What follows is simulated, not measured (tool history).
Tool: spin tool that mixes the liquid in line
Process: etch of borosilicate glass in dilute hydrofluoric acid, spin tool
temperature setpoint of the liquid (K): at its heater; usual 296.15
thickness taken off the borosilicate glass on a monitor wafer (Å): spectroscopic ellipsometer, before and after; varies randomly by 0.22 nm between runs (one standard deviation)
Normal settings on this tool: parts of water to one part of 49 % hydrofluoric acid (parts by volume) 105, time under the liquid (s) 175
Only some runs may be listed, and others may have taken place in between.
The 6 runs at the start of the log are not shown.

run,day,temperature setpoint of the liquid (K),parts of water to one part of 49 % hydrofluoric acid (parts by volume),time under the liquid (s),wafers since the last listed run,hours since the thermometer was replaced,hours since the hydrofluoric acid flow meter was replaced,hours since the gauge calibration,"read-back film thickness of the borosilicate glass reference wafer, read on the same gauge (nm)",thickness taken off the borosilicate glass on a monitor wafer (Å)
7,21.121,297.65,120,175,963,2090.7,498.0,1370.7,60.00,371.3
8,24.446,298.65,105,155,717,2170.5,577.8,1450.5,59.97,395.8
9,27.379,296.15,115,175,632,2240.9,648.2,1520.9,59.99,363.7
10,30.858,296.15,105,175,750,2324.4,731.7,1604.4,59.99,411.6
11,33.667,296.15,105,175,605,2391.8,799.1,1671.8,60.00,410.0
# day 37.438: gauge calibrated
12,37.738,296.15,105,175,878,2489.5,896.8,7.2,60.02,406.7
13,40.625,296.15,105,175,623,2558.8,966.1,76.5,59.98,410.7
14,44.662,296.15,105,175,871,2655.7,1063.0,173.4,60.02,407.5
15,46.367,296.15,105,175,367,2696.6,1103.9,214.3,60.00,412.0
16,48.592,296.15,105,95,480,2750.0,1157.3,267.7,59.98,222.5
# day 51.650: thermometer replaced
17,52.825,296.15,105,175,904,28.2,1258.9,369.3,59.99,410.0
18,54.929,296.15,80,175,454,78.7,1309.4,419.8,59.97,551.4
19,59.146,299.15,75,95,909,179.9,1410.6,521.0,60.02,364.9
20,61.638,296.15,105,175,537,239.7,1470.4,580.8,59.98,408.6
21,65.308,298.65,135,235,792,327.8,1558.5,668.9,59.98,454.1
22,74.521,296.15,105,175,1987,548.9,1779.6,890.0,59.96,418.4

Estimate the outcome of run 23 from the log above:
23,78.617,296.15,130,140,883,647.2,1877.9,988.3,?,?

Run 23 gave read-back film thickness of the borosilicate glass reference wafer, read on the same gauge (nm) 59.98, thickness taken off the borosilicate glass on a monitor wafer (Å) 260.5.
On a tool with no hidden condition, and with the same random variation, this run would have come out at thickness taken off the borosilicate glass on a monitor wafer (Å) 248.8.
